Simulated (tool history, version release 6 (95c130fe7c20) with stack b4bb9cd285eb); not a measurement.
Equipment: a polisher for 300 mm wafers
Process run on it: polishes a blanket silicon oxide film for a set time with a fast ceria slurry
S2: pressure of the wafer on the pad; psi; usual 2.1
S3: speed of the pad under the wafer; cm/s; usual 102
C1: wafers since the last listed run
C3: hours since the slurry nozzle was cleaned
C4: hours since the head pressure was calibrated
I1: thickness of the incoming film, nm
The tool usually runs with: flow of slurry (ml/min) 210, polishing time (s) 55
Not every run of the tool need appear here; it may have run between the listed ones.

{"run": 1, "hour": 0.0, "flow of slurry (ml/min)": 210, "S2": 2.1, "S3": 86, "polishing time (s)": 55, "C1": 0, "wafers polished on this pad": 4, "C3": 17.4, "C4": 602.3, "I1": 3431.5, "film removed (Å)": 5144}
{"run": 2, "hour": 32.7, "flow of slurry (ml/min)": 210, "S2": 2.1, "S3": 86, "polishing time (s)": 55, "C1": 259, "wafers polished on this pad": 263, "C3": 50.1, "C4": 635.0, "I1": 3442.9, "film removed (Å)": 5212}
{"run": 3, "hour": 50.4, "flow of slurry (ml/min)": 210, "S2": 2.1, "S3": 102, "polishing time (s)": 55, "C1": 140, "wafers polished on this pad": 404, "C3": 67.8, "C4": 652.7, "I1": 3465.8, "film removed (Å)": 6174}
{"run": 4, "hour": 80.0, "flow of slurry (ml/min)": 210, "S2": 2.1, "S3": 102, "polishing time (s)": 55, "C1": 234, "wafers polished on this pad": 638, "C3": 97.4, "C4": 682.3, "I1": 3463.1, "film removed (Å)": 6033}
{"run": 5, "hour": 107.3, "flow of slurry (ml/min)": 210, "S2": 2.1, "S3": 102, "polishing time (s)": 55, "C1": 216, "wafers polished on this pad": 855, "C3": 124.7, "C4": 709.6, "I1": 3458.8, "film removed (Å)": 6010}
{"run": 6, "hour": 134.8, "flow of slurry (ml/min)": 210, "S2": 2.1, "S3": 102, "polishing time (s)": 55, "C1": 218, "wafers polished on this pad": 1073, "C3": 152.2, "C4": 737.1, "I1": 3399.0, "film removed (Å)": 6013}
{"run": 7, "hour": 169.4, "flow of slurry (ml/min)": 210, "S2": 2.1, "S3": 102, "polishing time (s)": 55, "C1": 274, "wafers polished on this pad": 1348, "C3": 186.8, "C4": 771.7, "I1": 3464.7, "film removed (Å)": 6069}
{"run": 8, "hour": 202.3, "flow of slurry (ml/min)": 210, "S2": 2.1, "S3": 102, "polishing time (s)": 50, "C1": 261, "wafers polished on this pad": 1609, "C3": 219.7, "C4": 804.6, "I1": 3400.8, "film removed (Å)": 5513}
{"run": 9, "hour": 230.2, "flow of slurry (ml/min)": 210, "S2": 2.1, "S3": 102, "polishing time (s)": 50, "C1": 221, "wafers polished on this pad": 1830, "C3": 247.6, "C4": 832.5, "I1": 3411.5, "film removed (Å)": 5500}
{"run": 10, "hour": 249.6, "flow of slurry (ml/min)": 210, "S2": 2.1, "S3": 102, "polishing time (s)": 50, "C1": 153, "wafers polished on this pad": 1984, "C3": 267.0, "C4": 851.9, "I1": 3528.0, "film removed (Å)": 5522}
{"hour": 271.8, "done": "slurry nozzle cleaned, repeated, since the last time left the tool worse"}
{"run": 11, "hour": 273.8, "flow of slurry (ml/min)": 210, "S2": 2.1, "S3": 102, "polishing time (s)": 55, "C1": 184, "wafers polished on this pad": 2168, "C3": 2.0, "C4": 876.1, "I1": 3487.4, "film removed (Å)": 6415}
{"run": 12, "hour": 294.9, "flow of slurry (ml/min)": 210, "S2": 2.1, "S3": 102, "polishing time (s)": 68, "C1": 167, "wafers polished on this pad": 2336, "C3": 23.1, "C4": 897.2, "I1": 3425.1, "film removed (Å)": 7923}
{"hour": 300.5, "done": "worn pad replaced by a new one"}
{"run": 13, "hour": 350.5, "flow of slurry (ml/min)": 210, "S2": 2.1, "S3": 102, "polishing time (s)": 68, "C1": 409, "wafers polished on this pad": 396, "C3": 78.7, "C4": 952.8, "I1": 3399.2, "film removed (Å)": 7980}
{"run": 14, "hour": 374.8, "flow of slurry (ml/min)": 210, "S2": 2.1, "S3": 102, "polishing time (s)": 55, "C1": 192, "wafers polished on this pad": 589, "C3": 103.0, "C4": 977.1, "I1": 3484.1, "film removed (Å)": 6453}
{"run": 15, "hour": 406.9, "flow of slurry (ml/min)": 250, "S2": 2.7, "S3": 120, "polishing time (s)": 40, "C1": 254, "wafers polished on this pad": 844, "C3": 135.1, "C4": 1009.2, "I1": 3408.7, "film removed (Å)": 7169}
{"run": 16, "hour": 431.0, "flow of slurry (ml/min)": 210, "S2": 2.3, "S3": 102, "polishing time (s)": 62, "C1": 191, "wafers polished on this pad": 1035, "C3": 159.2, "C4": 1033.3, "I1": 3458.9, "film removed (Å)": 7946}
{"run": 17, "hour": 443.1, "flow of slurry (ml/min)": 210, "S2": 2.6, "S3": 124, "polishing time (s)": 74, "C1": 96, "wafers polished on this pad": 1131, "C3": 171.3, "C4": 1045.4, "I1": 3444.6, "film removed (Å)": 12855}
{"run": 18, "hour": 469.3, "flow of slurry (ml/min)": 210, "S2": 2.1, "S3": 102, "polishing time (s)": 55, "C1": 207, "wafers polished on this pad": 1339, "C3": 197.5, "C4": 1071.6, "I1": 3458.0, "film removed (Å)": 6474}
{"hour": 487.2, "done": "head pressure recalibrated"}
{"run": 19, "hour": 487.7, "flow of slurry (ml/min)": 210, "S2": 2.1, "S3": 102, "polishing time (s)": 55, "C1": 130, "wafers polished on this pad": 1469, "C3": 215.9, "C4": 0.5, "I1": 3424.6, "film removed (Å)": 6393}
{"run": 20, "hour": 514.3, "flow of slurry (ml/min)": 210, "S2": 1.9, "S3": 120, "polishing time (s)": 55, "C1": 211, "wafers polished on this pad": 1680, "C3": 242.5, "C4": 27.1, "I1": 3470.6, "film removed (Å)": 6797}
{"run": 21, "hour": 537.8, "flow of slurry (ml/min)": 265, "S2": 2.1, "S3": 102, "polishing time (s)": 69, "C1": 186, "wafers polished on this pad": 1867, "C3": 266.0, "C4": 50.6, "I1": 3537.4, "film removed (Å)": 8232}
{"hour": 564.3, "done": "worn pad replaced by a new one"}
{"run": 22, "hour": 564.8, "flow of slurry (ml/min)": 210, "S2": 2.1, "S3": 102, "polishing time (s)": 48, "C1": 182, "wafers polished on this pad": 4, "C3": 293.0, "C4": 77.6, "I1": 3478.8, "film removed (Å)": 5587}
{"run": 23, "hour": 581.9, "flow of slurry (ml/min)": 210, "S2": 2.1, "S3": 102, "polishing time (s)": 64, "C1": 135, "wafers polished on this pad": 139, "C3": 310.1, "C4": 94.7, "I1": 3450.2, "film removed (Å)": 7372}
{"run": 24, "hour": 675.6, "flow of slurry (ml/min)": 135, "S2": 2.1, "S3": 102, "polishing time (s)": 55, "C1": 743, "wafers polished on this pad": 883, "C3": 403.8, "C4": 188.4, "I1": 3466.4, "film removed (Å)": 5967}
{"run": 25, "hour": 704.3, "flow of slurry (ml/min)": 210, "S2": 2.1, "S3": 102, "polishing time (s)": 55, "C1": 227, "wafers polished on this pad": 1111, "C3": 432.5, "C4": 217.1, "I1": 3438.0, "film removed (Å)": 6307}
{"run": 26, "hour": 719.7, "flow of slurry (ml/min)": 180, "S2": 2.7, "S3": 102, "polishing time (s)": 55, "C1": 122, "wafers polished on this pad": 1233, "C3": 447.9, "C4": 232.5, "I1": 3466.1, "film removed (Å)": 7923}
{"run": 27, "hour": 739.0, "flow of slurry (ml/min)": 210, "S2": 2.1, "S3": 102, "polishing time (s)": 55, "C1": 153, "wafers polished on this pad": 1386, "C3": 467.2, "C4": 251.8, "I1": 3447.4, "film removed (Å)": 6249}
{"run": 28, "hour": 763.5, "flow of slurry (ml/min)": 245, "S2": 1.5, "S3": 102, "polishing time (s)": 55, "C1": 194, "wafers polished on this pad": 1580, "C3": 491.7, "C4": 276.3, "I1": 3475.7, "film removed (Å)": 4532}
{"hour": 790.3, "done": "slurry nozzle cleaned"}
{"hour": 794.8, "done": "worn pad replaced by a new one"}
{"run": 29, "hour": 795.3, "flow of slurry (ml/min)": 255, "S2": 2.1, "S3": 122, "polishing time (s)": 55, "C1": 212, "wafers polished on this pad": 4, "C3": 5.0, "C4": 308.1, "I1": 3427.2, "film removed (Å)": 7823}
{"run": 30, "hour": 814.7, "flow of slurry (ml/min)": 265, "S2": 2.1, "S3": 102, "polishing time (s)": 55, "C1": 153, "wafers polished on this pad": 158, "C3": 24.4, "C4": 327.5, "I1": 3512.7, "film removed (Å)": 6641}
{"run": 31, "hour": 831.5, "flow of slurry (ml/min)": 135, "S2": 2.4, "S3": 102, "polishing time (s)": 43, "C1": 133, "wafers polished on this pad": 291, "C3": 41.2, "C4": 344.3, "I1": 3454.1, "film removed (Å)": 5524}
{"run": 32, "hour": 843.7, "flow of slurry (ml/min)": 210, "S2": 2.1, "S3": 114, "polishing time (s)": 55, "C1": 96, "wafers polished on this pad": 388, "C3": 53.4, "C4": 356.5, "I1": 3531.0, "film removed (Å)": 7165}
{"run": 33, "hour": 931.2, "flow of slurry (ml/min)": 210, "S2": 1.8, "S3": 130, "polishing time (s)": 55, "C1": 694, "wafers polished on this pad": 1082, "C3": 140.9, "C4": 444.0, "I1": 3448.3, "film removed (Å)": 6956}
{"run": 34, "hour": 957.6, "flow of slurry (ml/min)": 210, "S2": 2.3, "S3": 114, "polishing time (s)": 39, "C1": 209, "wafers polished on this pad": 1292, "C3": 167.3, "C4": 470.4, "I1": 3486.0, "film removed (Å)": 5589}
{"run": 35, "hour": 977.0, "flow of slurry (ml/min)": 210, "S2": 2.7, "S3": 102, "polishing time (s)": 55, "C1": 153, "wafers polished on this pad": 1446, "C3": 186.7, "C4": 489.8, "I1": 3452.1, "film removed (Å)": 8344}
{"run": 36, "hour": 1004.9, "flow of slurry (ml/min)": 150, "S2": 2.1, "S3": 102, "polishing time (s)": 55, "C1": 221, "wafers polished on this pad": 1667, "C3": 214.6, "C4": 517.7, "I1": 3450.6, "film removed (Å)": 6239}
{"run": 37, "hour": 1027.8, "flow of slurry (ml/min)": 210, "S2": 2.3, "S3": 102, "polishing time (s)": 55, "C1": 181, "wafers polished on this pad": 1849, "C3": 237.5, "C4": 540.6, "I1": 3457.0, "film removed (Å)": 7061}

Predict each of these 4 candidate next runs independently; none follows another, all start after run 37:
{"run": "A", "hour": 1028.2, "flow of slurry (ml/min)": 210, "S2": 2.1, "S3": 130, "polishing time (s)": 55, "C1": 3, "wafers polished on this pad": 1852, "C3": 237.9, "C4": 541.0, "I1": 3452.2, "film removed (Å)": "?"}
{"run": "B", "hour": 1028.2, "flow of slurry (ml/min)": 275, "S2": 2.1, "S3": 102, "polishing time (s)": 55, "C1": 3, "wafers polished on this pad": 1852, "C3": 237.9, "C4": 541.0, "I1": 3452.2, "film removed (Å)": "?"}
{"run": "C", "hour": 1028.2, "flow of slurry (ml/min)": 270, "S2": 2.1, "S3": 114, "polishing time (s)": 64, "C1": 3, "wafers polished on this pad": 1852, "C3": 237.9, "C4": 541.0, "I1": 3452.2, "film removed (Å)": "?"}
{"run": "D", "hour": 1028.2, "flow of slurry (ml/min)": 230, "S2": 2.3, "S3": 66, "polishing time (s)": 72, "C1": 3, "wafers polished on this pad": 1852, "C3": 237.9, "C4": 541.0, "I1": 3452.2, "film removed (Å)": "?"}

run=A film_removed_(Å)=8130
run=B film_removed_(Å)=6578
run=C film_removed_(Å)=8519
run=D film_removed_(Å)=6087
Take away the tool's hidden state, keep each run's random variation, and the runs would have read:
run=A film_removed_(Å)=8186
run=B film_removed_(Å)=6616
run=C film_removed_(Å)=8568
run=D film_removed_(Å)=6127

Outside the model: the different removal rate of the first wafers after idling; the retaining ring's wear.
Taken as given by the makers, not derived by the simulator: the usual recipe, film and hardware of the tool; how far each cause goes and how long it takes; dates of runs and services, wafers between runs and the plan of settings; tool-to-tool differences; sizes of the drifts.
